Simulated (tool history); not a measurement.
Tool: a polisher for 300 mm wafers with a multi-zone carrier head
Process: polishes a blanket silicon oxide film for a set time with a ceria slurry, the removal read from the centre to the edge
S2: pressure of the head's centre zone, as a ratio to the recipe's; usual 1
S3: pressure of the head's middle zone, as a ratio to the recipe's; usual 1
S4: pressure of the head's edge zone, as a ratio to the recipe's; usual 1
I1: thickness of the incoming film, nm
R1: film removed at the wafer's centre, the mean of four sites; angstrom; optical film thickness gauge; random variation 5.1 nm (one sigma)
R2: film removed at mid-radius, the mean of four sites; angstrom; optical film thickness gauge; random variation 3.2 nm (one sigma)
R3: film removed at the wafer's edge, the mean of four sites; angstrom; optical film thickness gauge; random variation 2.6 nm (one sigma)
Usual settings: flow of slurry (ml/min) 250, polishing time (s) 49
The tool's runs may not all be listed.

run 1 day=0 | flow_of_slurry_(ml/min)=180 S2=1 S3=0.9 S4=1 polishing_time_(s)=49 | I1=1547.3 | R1=3626 R2=3263 R3=3568
-- day=2.475 slurry nozzle cleaned
run 2 day=2.679 | flow_of_slurry_(ml/min)=250 S2=1 S3=1 S4=1 polishing_time_(s)=49 | I1=1548.3 | R1=3818 R2=3609 R3=3651
-- day=3.242 carrier head's membrane replaced by a new one
run 3 day=3.983 | flow_of_slurry_(ml/min)=175 S2=1 S3=0.96 S4=1 polishing_time_(s)=49 | I1=1548.5 | R1=3718 R2=3445 R3=3547
run 4 day=6.875 | flow_of_slurry_(ml/min)=250 S2=1 S3=1 S4=1 polishing_time_(s)=49 | I1=1586 | R1=3829 R2=3654 R3=3678
run 5 day=8.404 | flow_of_slurry_(ml/min)=250 S2=1 S3=1 S4=0.9 polishing_time_(s)=49 | I1=1586.2 | R1=3975 R2=3661 R3=3570
run 6 day=10.704 | flow_of_slurry_(ml/min)=250 S2=1 S3=1 S4=1 polishing_time_(s)=49 | I1=1577.7 | R1=3929 R2=3611 R3=3631
run 7 day=12.725 | flow_of_slurry_(ml/min)=250 S2=1 S3=1 S4=1 polishing_time_(s)=49 | I1=1571.6 | R1=3879 R2=3686 R3=3707
run 8 day=14.479 | flow_of_slurry_(ml/min)=180 S2=1 S3=1 S4=1.08 polishing_time_(s)=65 | I1=1559.1 | R1=5075 R2=4724 R3=4846
run 9 day=16.979 | flow_of_slurry_(ml/min)=185 S2=1 S3=1.06 S4=1.07 polishing_time_(s)=49 | I1=1544.5 | R1=3834 R2=3727 R3=3700
-- day=17.833 edge zone pressure recalibrated
-- day=17.896 worn pad replaced by a new one
run 10 day=19.571 | flow_of_slurry_(ml/min)=250 S2=1 S3=1 S4=1 polishing_time_(s)=49 | I1=1599.2 | R1=3896 R2=3615 R3=3726
run 11 day=20.696 | flow_of_slurry_(ml/min)=250 S2=1 S3=1 S4=1 polishing_time_(s)=39 | I1=1574.8 | R1=3126 R2=2886 R3=2922
-- day=20.975 centre zone pressure recalibrated
run 12 day=21.712 | flow_of_slurry_(ml/min)=190 S2=1 S3=1 S4=0.96 polishing_time_(s)=49 | I1=1574.6 | R1=3515 R2=3550 R3=3539
run 13 day=24.829 | flow_of_slurry_(ml/min)=250 S2=1 S3=1 S4=1.03 polishing_time_(s)=49 | I1=1588.6 | R1=3701 R2=3601 R3=3673
-- day=25.292 slurry nozzle cleaned
run 14 day=27.208 | flow_of_slurry_(ml/min)=250 S2=0.93 S3=1 S4=1 polishing_time_(s)=54 | I1=1582.1 | R1=3822 R2=4042 R3=4008
-- day=30.479 carrier head's membrane replaced by a new one
run 15 day=31.7 | flow_of_slurry_(ml/min)=250 S2=0.89 S3=1 S4=1 polishing_time_(s)=64 | I1=1554.9 | R1=4487 R2=4735 R3=4768
run 16 day=33.779 | flow_of_slurry_(ml/min)=215 S2=1 S3=1 S4=1.04 polishing_time_(s)=49 | I1=1574.8 | R1=3790 R2=3615 R3=3675
run 17 day=35.029 | flow_of_slurry_(ml/min)=250 S2=0.95 S3=1 S4=1.05 polishing_time_(s)=49 | I1=1566.5 | R1=3629 R2=3622 R3=3731
-- day=35.333 worn pad replaced by a new one
run 18 day=37.654 | flow_of_slurry_(ml/min)=250 S2=1 S3=1 S4=1 polishing_time_(s)=49 | I1=1574.6 | R1=3810 R2=3607 R3=3633
run 19 day=40.488 | flow_of_slurry_(ml/min)=170 S2=0.9 S3=0.92 S4=1 polishing_time_(s)=49 | I1=1575.4 | R1=3287 R2=3317 R3=3639
run 20 day=41.971 | flow_of_slurry_(ml/min)=250 S2=1 S3=1 S4=1 polishing_time_(s)=49 | I1=1577.7 | R1=3864 R2=3669 R3=3674
-- day=42.9 edge zone pressure recalibrated
run 21 day=46.279 | flow_of_slurry_(ml/min)=250 S2=1 S3=1.03 S4=1 polishing_time_(s)=43 | I1=1570.9 | R1=3476 R2=3323 R3=3221
run 22 day=47.925 | flow_of_slurry_(ml/min)=250 S2=1 S3=1 S4=0.89 polishing_time_(s)=49 | I1=1598.6 | R1=3880 R2=3656 R3=3526

Hidden state or all else? Some run-to-run changes of R1, split into what the settings, what came in and random variation would give without the hidden state, and what is left for the hidden state (with any gauge scatter that isn't in both results):
The hidden state here: removal rate lost through wear of the pad, %; slurry flow missing at the pad, %; deviation of the centre zone's pressure from its setpoint, %; deviation of the edge zone's pressure from its setpoint, %.
Run 7 -> 8: flow of slurry (ml/min) 250 -> 180, S4 1 -> 1.08, polishing time (s) 49 -> 65. R1 +1196 angstrom: hidden state +82, all else +1114.
Run 8 -> 9: flow of slurry (ml/min) 180 -> 185, S3 1 -> 1.06, S4 1.08 -> 1.07, polishing time (s) 65 -> 49. R1 -1241 angstrom: hidden state -75, all else -1166.
Run 11 -> 12: flow of slurry (ml/min) 250 -> 190, S4 1 -> 0.96, polishing time (s) 39 -> 49, centre zone pressure recalibrated. R1 +389 angstrom: hidden state -187, all else +576.
